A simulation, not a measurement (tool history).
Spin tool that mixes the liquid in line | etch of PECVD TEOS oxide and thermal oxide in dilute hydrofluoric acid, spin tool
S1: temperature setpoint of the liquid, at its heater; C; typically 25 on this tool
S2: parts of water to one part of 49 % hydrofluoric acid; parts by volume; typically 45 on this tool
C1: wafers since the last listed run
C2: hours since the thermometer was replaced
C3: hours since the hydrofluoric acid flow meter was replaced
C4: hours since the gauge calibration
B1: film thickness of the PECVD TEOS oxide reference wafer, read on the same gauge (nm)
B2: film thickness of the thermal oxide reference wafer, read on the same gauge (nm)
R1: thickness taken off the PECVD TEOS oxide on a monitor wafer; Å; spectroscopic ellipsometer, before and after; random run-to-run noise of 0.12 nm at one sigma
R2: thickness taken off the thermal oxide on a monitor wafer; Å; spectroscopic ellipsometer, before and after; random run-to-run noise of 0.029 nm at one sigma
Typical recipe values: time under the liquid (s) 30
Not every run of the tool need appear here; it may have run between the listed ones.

{"run": 1, "hour": 0.0, "S1": 25, "S2": 45, "time under the liquid (s)": 30, "C1": 0, "C2": 521.5, "C3": 1078.5, "C4": 341.4, "B1": 140, "B2": 49.998, "R1": 140.4, "R2": 33.71}
{"run": 2, "hour": 44.2, "S1": 25, "S2": 45, "time under the liquid (s)": 30, "C1": 399, "C2": 565.7, "C3": 1122.7, "C4": 385.6, "B1": 140.01, "B2": 49.995, "R1": 138.6, "R2": 33.33}
{"run": 3, "hour": 91.3, "S1": 25, "S2": 45, "time under the liquid (s)": 45, "C1": 425, "C2": 612.8, "C3": 1169.8, "C4": 432.7, "B1": 139.98, "B2": 49.956, "R1": 212.3, "R2": 50.2}
{"run": 4, "hour": 122.4, "S1": 25, "S2": 45, "time under the liquid (s)": 30, "C1": 280, "C2": 643.9, "C3": 1200.9, "C4": 463.8, "B1": 140.01, "B2": 49.97, "R1": 140.9, "R2": 33.25}
{"run": 5, "hour": 160.0, "S1": 25, "S2": 45, "time under the liquid (s)": 35, "C1": 339, "C2": 681.5, "C3": 1238.5, "C4": 501.4, "B1": 139.99, "B2": 50.039, "R1": 163.8, "R2": 39.47}
{"run": 6, "hour": 224.1, "S1": 25, "S2": 45, "time under the liquid (s)": 30, "C1": 579, "C2": 745.6, "C3": 1302.6, "C4": 565.5, "B1": 139.99, "B2": 50.011, "R1": 143.4, "R2": 34.07}
{"hour": 277.6, "done": "gauge calibrated"}
{"run": 7, "hour": 294.1, "S1": 25, "S2": 45, "time under the liquid (s)": 30, "C1": 632, "C2": 815.6, "C3": 1372.6, "C4": 16.5, "B1": 140.02, "B2": 50.007, "R1": 140.2, "R2": 33.71}
{"run": 8, "hour": 360.1, "S1": 25, "S2": 45, "time under the liquid (s)": 30, "C1": 596, "C2": 881.6, "C3": 1438.6, "C4": 82.5, "B1": 140, "B2": 50.019, "R1": 140.9, "R2": 34.08}
{"run": 9, "hour": 416.3, "S1": 25, "S2": 45, "time under the liquid (s)": 30, "C1": 507, "C2": 937.8, "C3": 1494.8, "C4": 138.7, "B1": 139.99, "B2": 50.034, "R1": 141.7, "R2": 34.03}
{"run": 10, "hour": 449.2, "S1": 27.5, "S2": 45, "time under the liquid (s)": 40, "C1": 297, "C2": 970.7, "C3": 1527.7, "C4": 171.6, "B1": 140.01, "B2": 49.987, "R1": 207.1, "R2": 50.89}
{"run": 11, "hour": 526.3, "S1": 25, "S2": 55, "time under the liquid (s)": 30, "C1": 696, "C2": 1047.8, "C3": 1604.8, "C4": 248.7, "B1": 140.02, "B2": 49.977, "R1": 114.2, "R2": 27.09}
{"hour": 555.4, "done": "thermometer replaced"}
{"run": 12, "hour": 580.6, "S1": 23, "S2": 30, "time under the liquid (s)": 30, "C1": 481, "C2": 25.2, "C3": 1659.1, "C4": 303, "B1": 140, "B2": 50.021, "R1": 210.2, "R2": 49.81}
{"hour": 588.9, "done": "hydrofluoric acid flow meter replaced"}
{"run": 13, "hour": 639.9, "S1": 25, "S2": 45, "time under the liquid (s)": 50, "C1": 526, "C2": 84.5, "C3": 51, "C4": 362.3, "B1": 139.98, "B2": 50.004, "R1": 223.1, "R2": 52.71}
{"run": 14, "hour": 683.5, "S1": 25, "S2": 45, "time under the liquid (s)": 30, "C1": 393, "C2": 128.1, "C3": 94.6, "C4": 405.9, "B1": 140, "B2": 49.994, "R1": 134.4, "R2": 31.84}
{"run": 15, "hour": 714.1, "S1": 29, "S2": 30, "time under the liquid (s)": 35, "C1": 276, "C2": 158.7, "C3": 125.2, "C4": 436.5, "B1": 140.01, "B2": 49.98, "R1": 279.1, "R2": 66.33}
{"run": 16, "hour": 756.8, "S1": 28, "S2": 60, "time under the liquid (s)": 45, "C1": 385, "C2": 201.4, "C3": 167.9, "C4": 479.2, "B1": 140, "B2": 50.003, "R1": 164.9, "R2": 39}
{"hour": 768.3, "done": "gauge calibrated"}
{"run": 17, "hour": 798.9, "S1": 28.5, "S2": 45, "time under the liquid (s)": 30, "C1": 380, "C2": 243.5, "C3": 210, "C4": 30.6, "B1": 140.03, "B2": 49.99, "R1": 152.9, "R2": 36.66}
{"run": 18, "hour": 823.4, "S1": 23, "S2": 45, "time under the liquid (s)": 30, "C1": 221, "C2": 268, "C3": 234.5, "C4": 55.1, "B1": 139.99, "B2": 49.997, "R1": 122.5, "R2": 29.55}
{"run": 19, "hour": 893.8, "S1": 29, "S2": 65, "time under the liquid (s)": 40, "C1": 636, "C2": 338.4, "C3": 304.9, "C4": 125.5, "B1": 140.02, "B2": 49.991, "R1": 141.2, "R2": 33.53}
{"run": 20, "hour": 959.3, "S1": 25, "S2": 45, "time under the liquid (s)": 35, "C1": 591, "C2": 403.9, "C3": 370.4, "C4": 191, "B1": 139.99, "B2": 50.02, "R1": 159.1, "R2": 36.37}
{"run": 21, "hour": 1027.3, "S1": 28, "S2": 45, "time under the liquid (s)": 30, "C1": 614, "C2": 471.9, "C3": 438.4, "C4": 259, "B1": 139.99, "B2": 49.999, "R1": 153.4, "R2": 36.39}

Predict each of these 5 candidate next runs independently; none follows another, all start after run 21:
{"run": "A", "hour": 1027.7, "S1": 25, "S2": 45, "time under the liquid (s)": 30, "C1": 3, "C2": 472.3, "C3": 438.8, "C4": 259.4, "B1": "?", "B2": "?", "R1": "?", "R2": "?"}
{"run": "B", "hour": 1027.7, "S1": 25, "S2": 45, "time under the liquid (s)": 40, "C1": 3, "C2": 472.3, "C3": 438.8, "C4": 259.4, "B1": "?", "B2": "?", "R1": "?", "R2": "?"}
{"run": "C", "hour": 1027.7, "S1": 25, "S2": 50, "time under the liquid (s)": 15, "C1": 3, "C2": 472.3, "C3": 438.8, "C4": 259.4, "B1": "?", "B2": "?", "R1": "?", "R2": "?"}
{"run": "D", "hour": 1027.7, "S1": 22, "S2": 40, "time under the liquid (s)": 45, "C1": 3, "C2": 472.3, "C3": 438.8, "C4": 259.4, "B1": "?", "B2": "?", "R1": "?", "R2": "?"}
{"run": "E", "hour": 1027.7, "S1": 22, "S2": 30, "time under the liquid (s)": 25, "C1": 3, "C2": 472.3, "C3": 438.8, "C4": 259.4, "B1": "?", "B2": "?", "R1": "?", "R2": "?"}

run=A B1=139.99 B2=49.981 R1=133.7 R2=32.17
run=B B1=139.99 B2=49.981 R1=178.2 R2=42.89
run=C B1=139.99 B2=49.981 R1=59.8 R2=14.38
run=D B1=139.99 B2=49.981 R1=200.3 R2=48.19
run=E B1=139.99 B2=49.981 R1=150.2 R2=36.14
Without the tool's hidden state the same runs would have given:
run=A R1=131.3 R2=31.59
run=B R1=175 R2=42.12
run=C R1=58.7 R2=14.12
run=D R1=196.8 R2=47.37
run=E R1=147.7 R2=35.54
